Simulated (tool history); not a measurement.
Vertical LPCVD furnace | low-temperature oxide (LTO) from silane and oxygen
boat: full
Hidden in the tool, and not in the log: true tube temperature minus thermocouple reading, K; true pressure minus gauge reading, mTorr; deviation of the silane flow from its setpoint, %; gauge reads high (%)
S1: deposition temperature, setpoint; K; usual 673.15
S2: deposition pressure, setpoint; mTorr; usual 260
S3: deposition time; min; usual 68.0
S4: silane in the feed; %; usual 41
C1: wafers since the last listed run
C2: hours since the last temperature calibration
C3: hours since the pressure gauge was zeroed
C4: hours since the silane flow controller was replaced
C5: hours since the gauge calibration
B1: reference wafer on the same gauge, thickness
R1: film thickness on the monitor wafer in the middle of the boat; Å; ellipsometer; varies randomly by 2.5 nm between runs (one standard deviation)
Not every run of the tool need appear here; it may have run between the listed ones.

run 1 hour=0.0 | S1=676.15 S2=260 S3=68.0 S4=41 | C1=0 C2=4331.0 C3=3243.2 C4=3290.9 C5=341.3 | B1=855.83 | R1=8936.0
run 2 hour=16.8 | S1=673.15 S2=230 S3=68.0 S4=41 | C1=157 C2=4347.8 C3=3260.0 C4=3307.7 C5=358.1 | B1=855.67 | R1=7628.5
run 3 hour=39.9 | S1=673.15 S2=230 S3=68.0 S4=41 | C1=216 C2=4370.9 C3=3283.1 C4=3330.8 C5=381.2 | B1=855.77 | R1=7686.0
run 4 hour=54.8 | S1=673.15 S2=260 S3=68.0 S4=36 | C1=139 C2=4385.8 C3=3298.0 C4=3345.7 C5=396.1 | B1=855.96 | R1=7393.2
run 5 hour=77.4 | S1=673.15 S2=260 S3=68.0 S4=41 | C1=211 C2=4408.4 C3=3320.6 C4=3368.3 C5=418.7 | B1=856.19 | R1=8652.2
run 6 hour=113.4 | S1=673.15 S2=260 S3=68.0 S4=41 | C1=337 C2=4444.4 C3=3356.6 C4=3404.3 C5=454.7 | B1=856.55 | R1=8655.3
run 7 hour=148.4 | S1=673.15 S2=260 S3=68.0 S4=41 | C1=327 C2=4479.4 C3=3391.6 C4=3439.3 C5=489.7 | B1=855.42 | R1=8654.6
run 8 hour=172.1 | S1=673.15 S2=260 S3=68.0 S4=41 | C1=222 C2=4503.1 C3=3415.3 C4=3463.0 C5=513.4 | B1=856.42 | R1=8589.7
run 9 hour=188.8 | S1=673.15 S2=260 S3=68.0 S4=41 | C1=156 C2=4519.8 C3=3432.0 C4=3479.7 C5=530.1 | B1=856.31 | R1=8597.1
run 10 hour=224.8 | S1=673.15 S2=260 S3=68.0 S4=41 | C1=337 C2=4555.8 C3=3468.0 C4=3515.7 C5=566.1 | B1=856.00 | R1=8679.5
run 11 hour=243.4 | S1=673.15 S2=260 S3=68.0 S4=41 | C1=174 C2=4574.4 C3=3486.6 C4=3534.3 C5=584.7 | B1=856.16 | R1=8611.4
run 12 hour=348.6 | S1=673.15 S2=260 S3=68.0 S4=41 | C1=985 C2=4679.6 C3=3591.8 C4=3639.5 C5=689.9 | B1=856.73 | R1=8646.8
-- hour=392.9 thermocouples replaced and temperature profile calibrated
run 13 hour=393.4 | S1=673.15 S2=260 S3=92.0 S4=45 | C1=194 C2=0.5 C3=3636.6 C4=3684.3 C5=734.7 | B1=855.15 | R1=12913.1
run 14 hour=398.7 | S1=673.15 S2=260 S3=68.0 S4=41 | C1=49 C2=5.8 C3=3641.9 C4=3689.6 C5=740.0 | B1=856.06 | R1=8658.1
run 15 hour=420.0 | S1=673.15 S2=260 S3=48.5 S4=41 | C1=199 C2=27.1 C3=3663.2 C4=3710.9 C5=761.3 | B1=856.38 | R1=6188.7
-- hour=447.5 silane flow controller replaced
run 16 hour=448.0 | S1=666.15 S2=235 S3=68.0 S4=47 | C1=37 C2=55.1 C3=3691.2 C4=0.5 C5=789.3 | B1=855.90 | R1=8352.1
-- hour=462.5 gauge calibrated
run 17 hour=478.0 | S1=673.15 S2=275 S3=68.0 S4=38 | C1=281 C2=85.1 C3=3721.2 C4=30.5 C5=15.5 | B1=856.30 | R1=8344.6
run 18 hour=511.7 | S1=673.15 S2=260 S3=85.5 S4=45 | C1=315 C2=118.8 C3=3754.9 C4=64.2 C5=49.2 | B1=855.85 | R1=11972.4
run 19 hour=537.2 | S1=673.15 S2=320 S3=90.0 S4=41 | C1=238 C2=144.3 C3=3780.4 C4=89.7 C5=74.7 | B1=855.71 | R1=14016.3
run 20 hour=566.2 | S1=673.15 S2=260 S3=68.0 S4=41 | C1=271 C2=173.3 C3=3809.4 C4=118.7 C5=103.7 | B1=855.67 | R1=8688.0
-- hour=601.6 pressure gauge zeroed
run 21 hour=602.1 | S1=673.15 S2=235 S3=55.0 S4=41 | C1=111 C2=209.2 C3=0.5 C4=154.6 C5=139.6 | B1=856.30 | R1=6336.4
run 22 hour=614.7 | S1=673.15 S2=260 S3=68.0 S4=37 | C1=118 C2=221.8 C3=13.1 C4=167.2 C5=152.2 | B1=856.69 | R1=7624.5
run 23 hour=629.9 | S1=679.15 S2=260 S3=77.0 S4=41 | C1=142 C2=237.0 C3=28.3 C4=182.4 C5=167.4 | B1=855.91 | R1=10429.5
run 24 hour=737.0 | S1=666.15 S2=260 S3=50.5 S4=41 | C1=1003 C2=344.1 C3=135.4 C4=289.5 C5=274.5 | B1=855.32 | R1=5942.5
run 25 hour=755.5 | S1=673.15 S2=260 S3=68.0 S4=41 | C1=173 C2=362.6 C3=153.9 C4=308.0 C5=293.0 | B1=856.47 | R1=8642.7

List, for all runs, the conditions of the tool that the log does not record:
true tube temperature minus thermocouple reading, K: 0 in every run
true pressure minus gauge reading, mTorr: 0 in every run
deviation of the silane flow from its setpoint, %: 0 in every run
gauge reads high (%): 0 in every run
